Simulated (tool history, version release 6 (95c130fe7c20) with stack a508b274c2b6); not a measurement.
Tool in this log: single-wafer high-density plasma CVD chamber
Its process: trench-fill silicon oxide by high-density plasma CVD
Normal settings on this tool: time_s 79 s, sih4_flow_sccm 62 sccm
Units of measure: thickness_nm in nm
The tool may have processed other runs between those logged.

run,hour,time_s,sih4_flow_sccm,"read-back reference wafer on the same gauge, thickness_nm",thickness_nm
1,0,83.4,62,405.823,529.002
2,40.8,83.4,62,405.78,531.304
3,68.6,79,62,405.74,502.817
4,110.3,79,62,406.162,502.511
5,169,90,62,405.995,571.576
6,237.4,90,62,405.595,573.511
7,299.9,90,62,405.972,575.782
# hour 350.9: gauge calibrated
8,424.5,79,62,405.867,505.67
9,454.2,79,62,406.141,507.083
10,516.1,79,66,406.306,539.856
11,582.2,86,70,406.111,625.101
12,638.6,86.9,74,406.006,666.581
# hour 655.2: silane flow controller replaced
13,702.5,93.8,54,406.001,502.671
14,770.1,79,62,406.426,483.627
15,825.3,88.5,71,405.966,619.579
16,879.5,79,62,405.739,484.625
17,948.5,71.6,62,405.954,437.723
18,1026.4,87.2,58,406.086,499.785
19,1064.2,69.1,73,405.874,498.037

5 options for the next run, each taken on its own from the tool as it stands now. Forecast them:
A,1064.6,79,62,?,?
B,1064.6,89.6,57,?,?
C,1064.6,72.1,71,?,?
D,1064.6,93.9,71,?,?
E,1064.6,91,56,?,?

run,"read-back reference wafer on the same gauge, thickness_nm",thickness_nm
A,405.792,484.306
B,405.792,504.991
C,405.792,506.167
D,405.792,659.211
E,405.792,503.883
Stripped of hidden state, with their random variation kept, the same runs would have yielded:
run,thickness_nm
A,483.146
B,503.781
C,504.955
D,657.632
E,502.677
